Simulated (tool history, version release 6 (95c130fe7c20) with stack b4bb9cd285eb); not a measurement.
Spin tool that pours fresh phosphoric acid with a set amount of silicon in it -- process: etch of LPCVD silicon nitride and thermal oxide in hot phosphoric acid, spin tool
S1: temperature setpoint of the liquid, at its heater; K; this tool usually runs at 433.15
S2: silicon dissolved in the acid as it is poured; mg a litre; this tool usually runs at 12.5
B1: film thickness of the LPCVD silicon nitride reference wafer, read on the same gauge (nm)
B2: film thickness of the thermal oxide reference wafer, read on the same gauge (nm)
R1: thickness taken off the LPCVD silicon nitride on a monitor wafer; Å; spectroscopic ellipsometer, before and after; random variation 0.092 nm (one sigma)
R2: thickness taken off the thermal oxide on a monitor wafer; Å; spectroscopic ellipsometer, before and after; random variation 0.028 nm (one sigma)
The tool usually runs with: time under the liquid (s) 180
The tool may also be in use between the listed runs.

{"run": 1, "day": 0.0, "S1": 432.15, "S2": 12.5, "time under the liquid (s)": 180, "B1": 140.02, "B2": 150.02, "R1": 135.4, "R2": 4.45}
{"run": 2, "day": 1.108, "S1": 433.15, "S2": 17.5, "time under the liquid (s)": 80, "B1": 140.03, "B2": 150, "R1": 62.1, "R2": 1.58}
{"run": 3, "day": 2.242, "S1": 430.15, "S2": 4.5, "time under the liquid (s)": 90, "B1": 140.02, "B2": 150.016, "R1": 63.6, "R2": 2.08}
{"run": 4, "day": 2.817, "S1": 434.65, "S2": 15.5, "time under the liquid (s)": 180, "B1": 139.99, "B2": 150.008, "R1": 147.3, "R2": 4.54}
{"day": 3.562, "done": "heated supply line repaired"}
{"run": 5, "day": 3.583, "S1": 434.15, "S2": 12.5, "time under the liquid (s)": 235, "B1": 140.04, "B2": 149.982, "R1": 195.3, "R2": 6.36}
{"run": 6, "day": 4.071, "S1": 435.15, "S2": 5, "time under the liquid (s)": 105, "B1": 140, "B2": 149.994, "R1": 90.6, "R2": 3.52}
{"day": 4.362, "done": "dissolved silicon flow meter replaced"}
{"run": 7, "day": 5.088, "S1": 435.65, "S2": 12.5, "time under the liquid (s)": 105, "B1": 140.01, "B2": 149.994, "R1": 91.7, "R2": 3.24}
{"run": 8, "day": 5.658, "S1": 431.65, "S2": 12.5, "time under the liquid (s)": 180, "B1": 140.01, "B2": 150.007, "R1": 136.6, "R2": 4.21}
{"run": 9, "day": 6.308, "S1": 431.65, "S2": 7.5, "time under the liquid (s)": 180, "B1": 140, "B2": 149.978, "R1": 137.7, "R2": 4.7}
{"day": 6.596, "done": "thermometer replaced"}
{"run": 10, "day": 7.767, "S1": 431.65, "S2": 9.5, "time under the liquid (s)": 135, "B1": 140.02, "B2": 150.003, "R1": 97.6, "R2": 2.88}
{"run": 11, "day": 8.742, "S1": 433.15, "S2": 16.5, "time under the liquid (s)": 180, "B1": 139.98, "B2": 150.004, "R1": 134, "R2": 3.59}
{"day": 9.662, "done": "gauge calibrated"}
{"run": 12, "day": 9.7, "S1": 430.15, "S2": 15, "time under the liquid (s)": 110, "B1": 140.03, "B2": 149.997, "R1": 75.3, "R2": 1.91}
{"run": 13, "day": 10.829, "S1": 433.15, "S2": 12.5, "time under the liquid (s)": 180, "B1": 140.01, "B2": 150, "R1": 133.7, "R2": 3.84}
{"run": 14, "day": 11.6, "S1": 435.65, "S2": 9, "time under the liquid (s)": 275, "B1": 139.95, "B2": 150.036, "R1": 226.9, "R2": 7.35}
{"run": 15, "day": 12.429, "S1": 433.15, "S2": 12.5, "time under the liquid (s)": 180, "B1": 140.01, "B2": 150.019, "R1": 134.4, "R2": 4.04}
{"run": 16, "day": 13.871, "S1": 433.15, "S2": 12.5, "time under the liquid (s)": 180, "B1": 139.99, "B2": 150.025, "R1": 135.9, "R2": 4.42}
{"run": 17, "day": 14.525, "S1": 433.15, "S2": 12.5, "time under the liquid (s)": 285, "B1": 139.97, "B2": 149.989, "R1": 214.4, "R2": 6.5}
{"run": 18, "day": 15.129, "S1": 433.15, "S2": 12.5, "time under the liquid (s)": 180, "B1": 139.98, "B2": 150.005, "R1": 135.7, "R2": 4.12}
{"run": 19, "day": 16.296, "S1": 433.15, "S2": 12.5, "time under the liquid (s)": 180, "B1": 139.99, "B2": 150.025, "R1": 135.9, "R2": 4.31}
{"run": 20, "day": 17.5, "S1": 435.65, "S2": 18.5, "time under the liquid (s)": 115, "B1": 140.04, "B2": 150.028, "R1": 93.5, "R2": 2.74}
{"run": 21, "day": 18.25, "S1": 435.15, "S2": 12.5, "time under the liquid (s)": 180, "B1": 140.02, "B2": 149.998, "R1": 145.5, "R2": 4.9}
{"run": 22, "day": 21.983, "S1": 434.15, "S2": 4.5, "time under the liquid (s)": 235, "B1": 140, "B2": 150.006, "R1": 183.5, "R2": 6.36}

Consider 4 possible next runs. They are alternatives, not a sequence: every one starts from the tool as it was left by run 22. What does each give?
{"run": "A", "day": 22.004, "S1": 433.15, "S2": 12.5, "time under the liquid (s)": 130, "B1": "?", "B2": "?", "R1": "?", "R2": "?"}
{"run": "B", "day": 22.004, "S1": 433.15, "S2": 20, "time under the liquid (s)": 180, "B1": "?", "B2": "?", "R1": "?", "R2": "?"}
{"run": "C", "day": 22.004, "S1": 434.65, "S2": 12.5, "time under the liquid (s)": 230, "B1": "?", "B2": "?", "R1": "?", "R2": "?"}
{"run": "D", "day": 22.004, "S1": 436.15, "S2": 19.5, "time under the liquid (s)": 180, "B1": "?", "B2": "?", "R1": "?", "R2": "?"}

run=A B1=140.01 B2=149.996 R1=98.4 R2=3.05
run=B B1=140.01 B2=149.996 R1=136.2 R2=3.48
run=C B1=140.01 B2=149.996 R1=183 R2=6.03
run=D B1=140.01 B2=149.996 R1=150.5 R2=4.4
The same runs, with their run-to-run variation unchanged, on a tool lacking any hidden condition would have given:
run=A R1=99 R2=3.09
run=B R1=137.1 R2=3.53
run=C R1=184.1 R2=6.12
run=D R1=151.5 R2=4.46

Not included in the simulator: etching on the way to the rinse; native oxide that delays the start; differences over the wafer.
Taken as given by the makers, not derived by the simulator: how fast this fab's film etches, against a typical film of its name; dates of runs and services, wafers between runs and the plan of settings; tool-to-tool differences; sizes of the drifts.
